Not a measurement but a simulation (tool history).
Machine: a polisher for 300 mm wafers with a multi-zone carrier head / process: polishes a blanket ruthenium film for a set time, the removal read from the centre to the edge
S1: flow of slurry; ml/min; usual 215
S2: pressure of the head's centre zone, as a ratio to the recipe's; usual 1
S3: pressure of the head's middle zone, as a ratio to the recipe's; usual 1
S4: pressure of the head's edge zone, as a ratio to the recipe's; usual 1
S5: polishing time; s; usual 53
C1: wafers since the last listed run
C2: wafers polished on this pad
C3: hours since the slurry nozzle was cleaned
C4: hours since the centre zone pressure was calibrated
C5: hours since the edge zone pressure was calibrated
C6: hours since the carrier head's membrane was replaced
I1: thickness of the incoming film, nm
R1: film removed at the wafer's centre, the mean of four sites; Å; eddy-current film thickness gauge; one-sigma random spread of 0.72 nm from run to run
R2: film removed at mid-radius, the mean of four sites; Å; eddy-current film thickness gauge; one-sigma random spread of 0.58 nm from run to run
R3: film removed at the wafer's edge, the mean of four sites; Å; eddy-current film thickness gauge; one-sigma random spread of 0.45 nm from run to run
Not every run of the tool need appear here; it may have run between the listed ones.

run 1 day=0 | S1=215 S2=1 S3=1 S4=1 S5=53 | C1=0 C2=77 C3=153.3 C4=781.1 C5=80.2 C6=1499.6 | I1=614.9 | R1=725 R2=715 R3=714
run 2 day=1.496 | S1=215 S2=1 S3=1 S4=1 S5=53 | C1=353 C2=431 C3=189.2 C4=817 C5=116.1 C6=1535.5 | I1=620.3 | R1=732 R2=702 R3=702
run 3 day=2.004 | S1=215 S2=1 S3=1 S4=1 S5=53 | C1=120 C2=551 C3=201.4 C4=829.2 C5=128.3 C6=1547.7 | I1=615.8 | R1=738 R2=706 R3=706
run 4 day=3.175 | S1=215 S2=1 S3=1 S4=1 S5=53 | C1=276 C2=828 C3=229.5 C4=857.3 C5=156.4 C6=1575.8 | I1=615.9 | R1=740 R2=706 R3=701
run 5 day=4.462 | S1=215 S2=1 S3=1 S4=1 S5=53 | C1=304 C2=1133 C3=260.4 C4=888.2 C5=187.3 C6=1606.7 | I1=621.5 | R1=715 R2=712 R3=698
-- day=5.05 worn pad replaced by a new one
run 6 day=5.833 | S1=215 S2=1 S3=1 S4=1 S5=53 | C1=284 C2=185 C3=293.3 C4=921.1 C5=220.2 C6=1639.6 | I1=621.7 | R1=729 R2=702 R3=694
run 7 day=6.5 | S1=245 S2=1 S3=1 S4=1 S5=53 | C1=157 C2=343 C3=309.3 C4=937.1 C5=236.2 C6=1655.6 | I1=625.9 | R1=760 R2=709 R3=715
run 8 day=7.55 | S1=175 S2=1 S3=1.06 S4=1 S5=53 | C1=248 C2=591 C3=334.5 C4=962.3 C5=261.4 C6=1680.8 | I1=631.3 | R1=685 R2=692 R3=671
run 9 day=8.575 | S1=175 S2=1 S3=1.06 S4=1 S5=53 | C1=242 C2=834 C3=359.1 C4=986.9 C5=286 C6=1705.4 | I1=608.3 | R1=682 R2=687 R3=672
run 10 day=9.521 | S1=180 S2=1.05 S3=1 S4=1.04 S5=36 | C1=223 C2=1057 C3=381.8 C4=1009.6 C5=308.7 C6=1728.1 | I1=619.7 | R1=497 R2=452 R3=467
-- day=10.004 worn pad replaced by a new one
-- day=13.538 edge zone pressure recalibrated
run 11 day=13.729 | S1=290 S2=1 S3=0.9 S4=1 S5=65 | C1=936 C2=861 C3=482.8 C4=1110.6 C5=4.6 C6=1829.1 | I1=613.1 | R1=946 R2=818 R3=873
-- day=14.179 slurry nozzle cleaned
-- day=14.612 centre zone pressure recalibrated
-- day=15.8 worn pad replaced by a new one
run 12 day=17.925 | S1=250 S2=1 S3=0.88 S4=1 S5=53 | C1=923 C2=502 C3=89.9 C4=79.5 C5=105.3 C6=1929.8 | I1=619.9 | R1=733 R2=667 R3=724
run 13 day=18.817 | S1=180 S2=1.04 S3=1 S4=1 S5=53 | C1=210 C2=713 C3=111.3 C4=100.9 C5=126.7 C6=1951.2 | I1=628.6 | R1=695 R2=692 R3=691
-- day=19.05 carrier head's membrane replaced by a new one
run 14 day=20.108 | S1=215 S2=1 S3=0.93 S4=0.95 S5=53 | C1=256 C2=969 C3=142.3 C4=131.9 C5=157.7 C6=25.4 | I1=616.5 | R1=696 R2=668 R3=684
-- day=21.088 worn pad replaced by a new one
run 15 day=21.108 | S1=215 S2=0.92 S3=0.94 S4=1 S5=53 | C1=197 C2=5 C3=166.3 C4=155.9 C5=181.7 C6=49.4 | I1=620.8 | R1=654 R2=672 R3=707
run 16 day=21.9 | S1=215 S2=0.88 S3=1.09 S4=1.07 S5=41 | C1=187 C2=192 C3=185.3 C4=174.9 C5=200.7 C6=68.4 | I1=608.6 | R1=478 R2=587 R3=561
run 17 day=24.262 | S1=215 S2=1 S3=0.93 S4=0.95 S5=53 | C1=558 C2=751 C3=242 C4=231.6 C5=257.4 C6=125.1 | I1=613.6 | R1=694 R2=649 R3=680
run 18 day=25.504 | S1=280 S2=1 S3=1.09 S4=0.92 S5=68 | C1=293 C2=1045 C3=271.8 C4=261.4 C5=287.2 C6=154.9 | I1=619.8 | R1=932 R2=1004 R3=892

Consider 3 possible next runs. They are alternatives, not a sequence: every one starts from the tool as it was left by run 18. What does each give?
run A day=25.521 | S1=275 S2=1 S3=1 S4=1 S5=53 | C1=3 C2=1048 C3=272.2 C4=261.8 C5=287.6 C6=155.3 | I1=624.6 | R1=? R2=? R3=?
run B day=25.521 | S1=280 S2=0.97 S3=1 S4=0.91 S5=53 | C1=3 C2=1048 C3=272.2 C4=261.8 C5=287.6 C6=155.3 | I1=624.6 | R1=? R2=? R3=?
run C day=25.521 | S1=215 S2=1 S3=1 S4=1 S5=65 | C1=3 C2=1048 C3=272.2 C4=261.8 C5=287.6 C6=155.3 | I1=624.6 | R1=? R2=? R3=?

run=A R1=729 R2=728 R3=723
run=B R1=710 R2=730 R3=693
run=C R1=851 R2=855 R3=860
What these runs would have given with no unlogged condition in the tool:
run=A R1=756 R2=772 R3=755
run=B R1=736 R2=773 R3=723
run=C R1=899 R2=920 R3=906
